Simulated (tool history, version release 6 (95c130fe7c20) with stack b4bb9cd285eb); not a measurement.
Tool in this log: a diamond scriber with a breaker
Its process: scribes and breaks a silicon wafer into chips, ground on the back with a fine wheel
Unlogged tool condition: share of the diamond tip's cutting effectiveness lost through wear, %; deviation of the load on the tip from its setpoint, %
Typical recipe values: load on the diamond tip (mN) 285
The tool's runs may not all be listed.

run	hour	load on the diamond tip (mN)	wafers since the last listed run	hours since the diamond tip was replaced	hours since the load on the tip was calibrated	incoming depth of the damage left on the back of the incoming wafer, um	depth of the median crack under the scribed line (um)	chips rejected at inspection after the break (%)
1	0	220	0	499.4	11.4	2.36	12.88	10.09
2	32.1	220	73	531.5	43.5	2.92	13.03	10.37
3	63.1	338	71	562.5	74.5	1.71	16.92	1.96
4	82.9	338	45	582.3	94.3	2.93	17.09	2.8
# hour 100.8: diamond tip replaced by a new one
5	114.2	285	67	13.4	125.6	2.85	15.7	1.46
6	133.4	221	44	32.6	144.8	1.58	13.74	7.07
7	147.3	221	31	46.5	158.7	2.58	13.45	8.26
8	177.7	285	69	76.9	189.1	1.65	15.64	0.91
9	205	247	62	104.2	216.4	2.59	14.11	3.92
10	222.8	247	40	122	234.2	2.1	14.08	3.8
11	247	285	55	146.2	258.4	1.77	15.27	1.04
12	269.9	285	52	169.1	281.3	2.02	15.59	1.07
13	294.9	285	57	194.1	306.3	1.77	15.29	1.05
14	325.9	257	71	225.1	337.3	1.88	14.38	3.11
15	344.1	257	41	243.3	355.5	2.86	14.35	3.72
16	357	285	29	256.2	368.4	2.51	15.11	1.62
17	392.3	285	81	291.5	403.7	2.1	15.27	1.22
18	425.1	285	75	324.3	436.5	1.56	15.15	1.09
19	443.5	362	42	342.7	454.9	1.5	17.61	4.15
20	464	285	47	363.2	475.4	2.52	15.27	1.66
21	494.9	349	71	394.1	506.3	2.2	17.11	3.06
22	522.5	318	63	421.7	533.9	1.78	16.49	1.05
23	546.7	285	55	445.9	558.1	2.58	15.38	1.58
24	580.6	285	77	479.8	592	1.75	15.06	1.17
25	600.4	333	45	499.6	611.8	2.22	16.66	1.92
# hour 618: load on the tip recalibrated
26	623.1	320	47	522.3	5.1	2.32	16.24	1.43
27	640.9	351	40	540.1	22.9	2.66	17.28	3.42
28	659.6	256	43	558.8	41.6	2.14	14.29	3.57
# hour 693.5: diamond tip replaced by a new one
29	723.2	211	141	29.7	105.2	2.33	13.12	8.38
30	742.3	216	43	48.8	124.3	2.55	13.27	8.51
31	762.4	285	46	68.9	144.4	2.19	15.42	1.1
32	774.9	205	28	81.4	156.9	2.82	12.93	11.6
33	852.6	212	178	159.1	234.6	1.52	12.87	10.68
34	871.6	320	43	178.1	253.6	2.01	16.2	1.64
35	900.5	312	66	207	282.5	2.52	16.04	1.35
36	921.2	285	47	227.7	303.2	2.49	15.16	1.49
37	940.3	285	43	246.8	322.3	2.82	15.41	1.66
38	971.3	306	71	277.8	353.3	2.95	15.92	1.47
39	986.5	285	34	293	368.5	2.59	15.12	1.41
40	1003.9	323	40	310.4	385.9	2.51	16.32	1.78
41	1022.7	347	43	329.2	404.7	1.91	16.97	2.76

Branching from run 41: 5 alternative next runs. What would each branch give?
A	1023.4	355	1	329.9	405.4	2.07	?	?
B	1023.4	316	1	329.9	405.4	2.07	?	?
C	1023.4	261	1	329.9	405.4	2.07	?	?
D	1023.4	226	1	329.9	405.4	2.07	?	?
E	1023.4	199	1	329.9	405.4	2.07	?	?

run	depth of the median crack under the scribed line (um)	chips rejected at inspection after the break (%)
A	17.48	4.11
B	16.3	1.39
C	14.57	3.21
D	13.41	9.26
E	12.48	17.22
Take away the tool's hidden state, keep each run's random variation, and the runs would have read:
run	depth of the median crack under the scribed line (um)	chips rejected at inspection after the break (%)
A	18.01	6.14
B	16.8	2.21
C	15.01	1.98
D	13.82	6.65
E	12.86	13.64

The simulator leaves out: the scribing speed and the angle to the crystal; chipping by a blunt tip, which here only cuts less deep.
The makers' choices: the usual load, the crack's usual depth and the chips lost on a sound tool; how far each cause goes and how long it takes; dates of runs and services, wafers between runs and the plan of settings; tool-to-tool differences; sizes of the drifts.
